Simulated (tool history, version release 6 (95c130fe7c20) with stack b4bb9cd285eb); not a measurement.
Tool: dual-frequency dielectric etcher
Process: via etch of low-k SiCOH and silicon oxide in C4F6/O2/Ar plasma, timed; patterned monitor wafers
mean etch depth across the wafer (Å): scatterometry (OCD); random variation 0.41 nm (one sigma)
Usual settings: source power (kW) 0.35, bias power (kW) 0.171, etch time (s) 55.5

run   hour  source power (kW)  bias power (kW)  etch time (s)  read-back reference wafer on the same gauge, depth_nm  mean etch depth across the wafer (Å)
  1      0               0.35            0.171           55.5                                                  164.9                                  1463
       8.1  -- gauge calibrated
  2     14               0.35            0.171           55.5                                                  164.9                                  1472
  3     29               0.35            0.171           55.5                                                    165                                  1471
      55.1  -- upper electrode replaced
  4   55.6               0.35            0.171           55.5                                                    165                                  1472
  5   56.5               0.35            0.189           64.5                                                    165                                  1748
  6   74.4               0.35            0.189           64.5                                                    165                                  1757
      85.7  -- source power generator calibrated
     102.4  -- bias power generator calibrated
     111.2  -- wet clean of the chamber
  7  111.7               0.35            0.189           64.5                                                  164.9                                  1696
  8    112               0.35            0.171           67.5                                                  165.1                                  1731
  9  112.3               0.32            0.171           70.5                                                  165.1                                  1756
     117.4  -- gauge calibrated
 10  123.7               0.29            0.191           43.5                                                    165                                  1065
 11  132.4               0.35            0.171           55.5                                                  165.1                                  1420
 12  142.5               0.29            0.133             66                                                  165.1                                  1521
 13  150.2               0.38            0.197           55.5                                                  164.9                                  1520
 14  158.3               0.35            0.171           55.5                                                    165                                  1424

Forecast each of these 5 alternatives for the next run:
  A  158.7               0.38            0.171           55.5                                                      ?                                     ?
  B  158.7               0.35            0.171             60                                                      ?                                     ?
  C  158.7               0.35            0.145           55.5                                                      ?                                     ?
  D  158.7               0.38            0.135           43.5                                                      ?                                     ?
  E  158.7               0.26            0.198             67                                                      ?                                     ?

run  read-back reference wafer on the same gauge, depth_nm  mean etch depth across the wafer (Å)
  A                                                  164.9                                  1468
  B                                                  164.9                                  1542
  C                                                  164.9                                  1382
  D                                                  164.9                                  1101
  E                                                  164.9                                  1605
Without the tool's hidden state the same runs would have given:
run  mean etch depth across the wafer (Å)
  A                                  1454
  B                                  1527
  C                                  1369
  D                                  1090
  E                                  1590
